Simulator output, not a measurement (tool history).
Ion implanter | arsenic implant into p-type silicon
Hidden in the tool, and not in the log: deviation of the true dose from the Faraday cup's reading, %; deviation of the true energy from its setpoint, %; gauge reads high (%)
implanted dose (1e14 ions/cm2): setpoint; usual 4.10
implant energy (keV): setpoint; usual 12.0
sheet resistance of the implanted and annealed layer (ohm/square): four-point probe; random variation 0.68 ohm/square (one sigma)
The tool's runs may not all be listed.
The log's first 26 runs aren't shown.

| run | hour | implanted dose (1e14 ions/cm2) | implant energy (keV) | wafers since the last listed run | hours since the last dose calibration | hours since the extraction supply was calibrated | hours since the gauge calibration | read-back reference wafer on the same gauge, sheet resistance | sheet resistance of the implanted and annealed layer (ohm/square) |
|---|---|---|---|---|---|---|---|---|---|
| 27 | 759.7 | 4.10 | 12.0 | 1016 | 63.8 | 548.5 | 381.3 | 270.73 | 250.22 |
| 28 | 783.1 | 4.10 | 12.0 | 867 | 87.2 | 571.9 | 404.7 | 270.73 | 251.08 |
| 29 | 801.2 | 5.02 | 9.0 | 671 | 105.3 | 590.0 | 422.8 | 270.51 | 216.50 |
| 30 | 837.2 | 3.35 | 14.0 | 1334 | 141.3 | 626.0 | 458.8 | 270.92 | 289.98 |
| 31 | 870.6 | 4.52 | 14.0 | 1238 | 174.7 | 659.4 | 492.2 | 270.78 | 230.06 |
| 32 | 900.6 | 4.10 | 12.0 | 1112 | 204.7 | 689.4 | 522.2 | 271.27 | 251.40 |
| 33 | 935.0 | 5.24 | 13.5 | 1275 | 239.1 | 723.8 | 556.6 | 271.39 | 206.58 |
| 34 | 951.2 | 4.10 | 8.5 | 600 | 255.3 | 740.0 | 572.8 | 271.26 | 256.38 |
| 35 | 971.0 | 3.70 | 13.5 | 734 | 275.1 | 759.8 | 592.6 | 271.64 | 270.54 |
| 36 | 995.9 | 3.53 | 9.0 | 923 | 300.0 | 784.7 | 617.5 | 271.53 | 286.60 |

Forecast each of these 5 alternatives for the next run:
| A | 996.3 | 4.10 | 12.0 | 14 | 300.4 | 785.1 | 617.9 | ? | ? |
| B | 996.3 | 3.05 | 15.0 | 14 | 300.4 | 785.1 | 617.9 | ? | ? |
| C | 996.3 | 5.27 | 8.0 | 14 | 300.4 | 785.1 | 617.9 | ? | ? |
| D | 996.3 | 4.10 | 10.0 | 14 | 300.4 | 785.1 | 617.9 | ? | ? |
| E | 996.3 | 3.28 | 15.5 | 14 | 300.4 | 785.1 | 617.9 | ? | ? |

| run | read-back reference wafer on the same gauge, sheet resistance | sheet resistance of the implanted and annealed layer (ohm/square) |
|---|---|---|
| A | 271.70 | 251.17 |
| B | 271.70 | 311.13 |
| C | 271.70 | 210.19 |
| D | 271.70 | 253.74 |
| E | 271.70 | 293.16 |
Without the tool's hidden state the same runs would have given:
| run | sheet resistance of the implanted and annealed layer (ohm/square) |
|---|---|
| A | 248.63 |
| B | 307.97 |
| C | 208.05 |
| D | 251.17 |
| E | 290.19 |
